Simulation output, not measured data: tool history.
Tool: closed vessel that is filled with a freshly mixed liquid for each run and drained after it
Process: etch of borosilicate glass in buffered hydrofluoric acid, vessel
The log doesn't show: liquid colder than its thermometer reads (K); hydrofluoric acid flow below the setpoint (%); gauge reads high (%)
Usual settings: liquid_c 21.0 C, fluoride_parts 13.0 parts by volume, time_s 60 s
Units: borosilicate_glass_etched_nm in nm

run	hour	liquid_c	fluoride_parts	time_s	wafers since the last listed run	hours since the thermometer was replaced	hours since the hydrofluoric acid flow meter was replaced	hours since the gauge calibration	read-back film thickness of the borosilicate glass reference wafer, read on the same gauge (nm)	borosilicate_glass_etched_nm
1	0.0	21.0	13.0	60	0	768.5	1950.1	1800.8	100.01	57.16
2	37.6	21.0	13.0	60	3684	806.1	1987.7	1838.4	100.04	57.16
3	87.3	21.0	13.0	60	4869	855.8	2037.4	1888.1	100.00	56.87
4	127.8	21.0	13.0	60	3968	896.3	2077.9	1928.6	100.01	56.62
# hour 146.4: hydrofluoric acid flow meter replaced
5	194.9	21.0	13.0	60	6476	963.4	48.5	1995.7	100.02	58.36
6	248.7	21.0	13.0	60	5271	1017.2	102.3	2049.5	99.97	58.23
7	275.0	21.0	13.0	60	2576	1043.5	128.6	2075.8	100.03	57.92
8	312.9	21.0	13.0	60	3713	1081.4	166.5	2113.7	100.05	57.94
9	383.4	21.0	13.0	60	6907	1151.9	237.0	2184.2	99.99	57.85
# hour 415.0: thermometer replaced
10	423.5	25.5	9.5	35	3830	8.5	277.1	2224.3	100.00	57.79
11	485.9	19.0	13.0	60	6113	70.9	339.5	2286.7	99.98	51.84
12	551.8	21.0	13.0	85	6456	136.8	405.4	2352.6	100.01	81.93
13	605.7	21.0	13.0	60	5281	190.7	459.3	2406.5	100.00	57.96
14	667.3	21.0	13.0	60	6035	252.3	520.9	2468.1	99.97	57.99
15	693.9	24.5	8.5	80	2606	278.9	547.5	2494.7	100.01	136.82
16	759.6	19.0	9.0	50	6437	344.6	613.2	2560.4	99.99	60.24
17	817.7	21.0	13.0	60	5692	402.7	671.3	2618.5	100.01	57.28
18	867.8	23.5	8.0	90	4908	452.8	721.4	2668.6	99.99	157.05
19	919.6	21.0	13.0	60	5075	504.6	773.2	2720.4	99.95	57.41
20	975.5	25.5	10.0	85	5477	560.5	829.1	2776.3	100.01	133.47
# hour 1027.6: gauge calibrated
21	1031.2	21.0	18.0	30	5457	616.2	884.8	3.6	100.02	20.89
22	1066.2	21.0	13.0	60	3429	651.2	919.8	38.6	99.98	57.59
23	1098.2	24.0	8.0	90	3135	683.2	951.8	70.6	99.98	158.58

Run 24 comes next. What will it give?
24	1126.7	24.5	14.5	30	2792	711.7	980.3	99.1	?	?

{"run 24": {"read-back film thickness of the borosilicate glass reference wafer, read on the same gauge (nm)": 99.98, "borosilicate_glass_etched_nm": 31.12}}
Without the tool's hidden state the same run would have given borosilicate_glass_etched_nm 31.66 nm.
